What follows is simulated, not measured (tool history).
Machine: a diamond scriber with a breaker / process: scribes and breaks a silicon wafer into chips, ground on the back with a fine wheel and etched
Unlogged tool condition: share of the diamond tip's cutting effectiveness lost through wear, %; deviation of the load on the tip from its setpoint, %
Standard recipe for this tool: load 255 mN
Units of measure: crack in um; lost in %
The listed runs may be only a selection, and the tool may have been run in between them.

run	hour	load	wafers since the last listed run	hours since the diamond tip was replaced	hours since the load on the tip was calibrated	incoming depth of the damage left on the back of the incoming wafer, um	crack	lost
1	0.0	255	0	184.8	652.3	0.37	14.27	1.51
2	41.5	255	149	226.3	693.8	0.54	14.21	1.65
3	90.6	255	176	275.4	742.9	0.78	14.09	1.76
4	159.3	230	247	344.1	811.6	0.69	12.86	5.70
5	210.7	230	185	395.5	863.0	0.37	12.85	6.35
6	252.9	230	152	437.7	905.2	0.52	13.13	6.12
# hour 262.7: load on the tip recalibrated
7	315.9	255	219	500.7	53.2	0.48	13.13	4.08
# hour 318.5: diamond tip replaced by a new one
8	342.9	255	90	24.4	80.2	0.51	14.81	1.27
9	511.2	255	606	192.7	248.5	0.78	14.37	1.60
10	539.6	255	102	221.1	276.9	0.57	14.41	1.56
11	607.0	255	242	288.5	344.3	0.71	14.42	1.87
12	631.5	255	88	313.0	368.8	0.63	14.03	1.93
13	665.8	199	123	347.3	403.1	0.65	11.01	19.45
14	706.7	199	147	388.2	444.0	0.62	11.05	19.21
15	737.0	199	109	418.5	474.3	0.36	11.18	22.84
# hour 762.9: diamond tip replaced by a new one
16	944.3	255	739	181.4	681.6	0.44	15.06	1.50
17	1012.6	255	246	249.7	749.9	0.41	15.30	1.26
18	1043.8	255	112	280.9	781.1	0.64	15.20	1.38
19	1116.9	195	263	354.0	854.2	0.57	11.55	15.78
20	1159.8	195	154	396.9	897.1	0.52	11.81	14.30
# hour 1174.3: diamond tip replaced by a new one
21	1221.4	255	214	47.1	958.7	0.53	16.18	3.39
22	1253.2	255	114	78.9	990.5	0.53	16.44	3.59
23	1277.4	255	87	103.1	1014.7	0.80	15.99	3.62
# hour 1376.6: load on the tip recalibrated
24	1401.5	306	439	227.2	24.9	0.62	16.15	3.18
25	1443.0	292	149	268.7	66.4	0.58	15.42	1.86
26	1477.0	255	122	302.7	100.4	0.57	13.76	2.82
27	1509.9	279	118	335.6	133.3	0.54	14.87	1.24
# hour 1645.8: diamond tip replaced by a new one
28	1652.1	322	505	6.3	275.5	0.57	17.75	10.33
29	1678.2	255	94	32.4	301.6	0.32	14.61	1.23
30	1703.0	192	89	57.2	326.4	0.70	11.20	20.16
31	1738.6	180	128	92.8	362.0	0.78	10.29	25.16
32	1767.9	255	105	122.1	391.3	0.63	14.09	1.48
33	1816.8	298	176	171.0	440.2	0.58	16.77	3.93
34	1870.5	255	193	224.7	493.9	0.72	14.36	1.67
35	1913.7	310	155	267.9	537.1	0.45	16.51	5.28
36	1948.8	287	126	303.0	572.2	0.51	15.87	2.40
37	2018.1	189	249	372.3	641.5	0.40	10.78	22.87
# hour 2043.3: diamond tip replaced by a new one
38	2071.2	216	184	27.9	694.6	0.56	12.97	4.50
39	2106.1	208	125	62.8	729.5	0.72	12.79	7.26
40	2132.2	319	94	88.9	755.6	0.54	18.31	12.64
41	2197.7	326	236	154.4	821.1	0.78	19.07	13.46
42	2249.5	219	186	206.2	872.9	0.54	12.90	4.86

What if the next run were any one of these 3? Each begins from the tool's condition after run 42:
A	2250.1	327	2	206.8	873.5	0.43	?	?
B	2250.1	210	2	206.8	873.5	0.43	?	?
C	2250.1	205	2	206.8	873.5	0.43	?	?

run	crack	lost
A	18.71	15.25
B	12.63	7.88
C	12.34	9.84
What these runs would have given with no unlogged condition in the tool:
run	crack	lost
A	18.30	12.95
B	12.36	9.70
C	12.07	11.87

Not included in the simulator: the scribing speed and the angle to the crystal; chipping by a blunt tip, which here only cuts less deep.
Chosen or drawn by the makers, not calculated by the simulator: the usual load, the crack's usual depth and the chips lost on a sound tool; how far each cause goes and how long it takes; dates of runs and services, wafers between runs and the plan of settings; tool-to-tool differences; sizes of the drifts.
